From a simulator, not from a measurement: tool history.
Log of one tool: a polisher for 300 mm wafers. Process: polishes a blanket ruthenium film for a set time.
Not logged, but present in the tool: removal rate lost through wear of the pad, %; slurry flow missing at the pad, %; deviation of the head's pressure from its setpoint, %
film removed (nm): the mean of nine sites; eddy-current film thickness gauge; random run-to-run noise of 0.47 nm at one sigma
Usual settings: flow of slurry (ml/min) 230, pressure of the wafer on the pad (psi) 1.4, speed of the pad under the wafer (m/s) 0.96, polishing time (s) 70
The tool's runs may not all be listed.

| run | hour | flow of slurry (ml/min) | pressure of the wafer on the pad (psi) | speed of the pad under the wafer (m/s) | polishing time (s) | wafers since the last listed run | wafers polished on this pad | hours since the slurry nozzle was cleaned | hours since the head pressure was calibrated | incoming thickness of the incoming film, nm | film removed (nm) |
|---|---|---|---|---|---|---|---|---|---|---|---|
| 1 | 0.0 | 230 | 1.0 | 0.96 | 70 | 0 | 887 | 544.9 | 1105.7 | 573.7 | 34.6 |
|  | 11.2 | worn pad replaced by a new one |
| 2 | 11.7 | 230 | 1.0 | 0.96 | 70 | 87 | 6 | 556.6 | 1117.4 | 586.4 | 33.9 |
| 3 | 25.5 | 230 | 1.4 | 0.96 | 70 | 157 | 163 | 570.4 | 1131.2 | 574.9 | 48.6 |
| 4 | 34.7 | 230 | 1.4 | 0.96 | 70 | 104 | 267 | 579.6 | 1140.4 | 567.3 | 48.0 |
| 5 | 40.9 | 230 | 1.4 | 0.96 | 70 | 70 | 338 | 585.8 | 1146.6 | 588.1 | 48.0 |
| 6 | 47.0 | 230 | 1.4 | 0.96 | 70 | 69 | 407 | 591.9 | 1152.7 | 583.4 | 48.7 |
| 7 | 55.0 | 230 | 1.4 | 0.88 | 70 | 91 | 498 | 599.9 | 1160.7 | 585.8 | 44.3 |
| 8 | 65.9 | 230 | 1.4 | 0.88 | 70 | 124 | 623 | 610.8 | 1171.6 | 575.6 | 43.9 |
| 9 | 79.0 | 230 | 1.4 | 0.96 | 70 | 149 | 772 | 623.9 | 1184.7 | 583.8 | 47.8 |
|  | 117.8 | worn pad replaced by a new one |
| 10 | 121.8 | 230 | 1.2 | 0.96 | 70 | 441 | 45 | 666.7 | 1227.5 | 583.1 | 41.3 |
| 11 | 139.5 | 210 | 1.4 | 0.96 | 70 | 201 | 246 | 684.4 | 1245.2 | 580.1 | 47.4 |
| 12 | 157.3 | 195 | 1.4 | 0.96 | 70 | 202 | 449 | 702.2 | 1263.0 | 570.6 | 46.4 |
| 13 | 171.0 | 230 | 1.4 | 0.96 | 70 | 155 | 605 | 715.9 | 1276.7 | 579.9 | 46.8 |
|  | 183.6 | head pressure recalibrated |
| 14 | 184.2 | 230 | 1.4 | 0.96 | 79 | 127 | 732 | 729.1 | 0.6 | 568.7 | 51.9 |
| 15 | 198.7 | 230 | 1.4 | 0.96 | 79 | 165 | 897 | 743.6 | 15.1 | 578.3 | 53.2 |
| 16 | 212.3 | 230 | 1.7 | 0.96 | 70 | 154 | 1052 | 757.2 | 28.7 | 572.0 | 56.7 |
| 17 | 226.3 | 230 | 1.7 | 0.96 | 70 | 159 | 1211 | 771.2 | 42.7 | 572.6 | 57.3 |
|  | 233.4 | worn pad replaced by a new one |
| 18 | 242.9 | 305 | 1.4 | 0.96 | 70 | 143 | 107 | 787.8 | 59.3 | 579.4 | 48.2 |
| 19 | 253.1 | 230 | 1.2 | 0.76 | 70 | 116 | 223 | 798.0 | 69.5 | 586.3 | 32.0 |
| 20 | 262.5 | 230 | 1.4 | 0.64 | 70 | 106 | 330 | 807.4 | 78.9 | 581.8 | 31.8 |
| 21 | 275.5 | 230 | 1.4 | 0.96 | 70 | 147 | 478 | 820.4 | 91.9 | 577.7 | 47.0 |
| 22 | 290.1 | 230 | 1.4 | 0.96 | 70 | 166 | 644 | 835.0 | 106.5 | 579.8 | 45.6 |
|  | 293.7 | slurry nozzle cleaned |
| 23 | 296.4 | 230 | 1.4 | 0.96 | 70 | 60 | 705 | 2.7 | 112.8 | 578.0 | 48.4 |
| 24 | 312.2 | 230 | 1.4 | 0.96 | 70 | 179 | 884 | 18.5 | 128.6 | 584.5 | 49.5 |
| 25 | 326.9 | 230 | 1.6 | 0.96 | 85 | 167 | 1052 | 33.2 | 143.3 | 581.9 | 67.3 |
|  | 333.7 | worn pad replaced by a new one |
| 26 | 340.3 | 230 | 1.8 | 0.96 | 70 | 106 | 74 | 46.6 | 156.7 | 590.9 | 63.1 |
| 27 | 380.2 | 230 | 1.4 | 0.96 | 70 | 454 | 529 | 86.5 | 196.6 | 579.4 | 48.9 |
| 28 | 390.1 | 305 | 1.1 | 1.30 | 70 | 112 | 641 | 96.4 | 206.5 | 588.1 | 52.9 |
| 29 | 397.6 | 295 | 1.3 | 1.24 | 70 | 85 | 727 | 103.9 | 214.0 | 580.5 | 60.0 |
| 30 | 408.0 | 155 | 1.4 | 0.96 | 70 | 118 | 845 | 114.3 | 224.4 | 579.5 | 47.1 |
| 31 | 422.9 | 195 | 1.4 | 0.96 | 70 | 169 | 1015 | 129.2 | 239.3 | 584.0 | 48.3 |
| 32 | 437.5 | 230 | 1.4 | 0.96 | 70 | 166 | 1181 | 143.8 | 253.9 | 570.5 | 49.2 |
|  | 449.1 | worn pad replaced by a new one |
| 33 | 449.6 | 230 | 1.6 | 1.24 | 76 | 92 | 5 | 155.9 | 266.0 | 575.5 | 78.5 |

Expected results for the next run?
| 34 | 458.4 | 230 | 1.4 | 1.26 | 70 | 100 | 105 | 164.7 | 274.8 | 577.8 | ? |

{"run 34": {"film removed (nm)": 63.1}}
With no hidden state in the tool, this same run would have given film removed (nm) 63.3.

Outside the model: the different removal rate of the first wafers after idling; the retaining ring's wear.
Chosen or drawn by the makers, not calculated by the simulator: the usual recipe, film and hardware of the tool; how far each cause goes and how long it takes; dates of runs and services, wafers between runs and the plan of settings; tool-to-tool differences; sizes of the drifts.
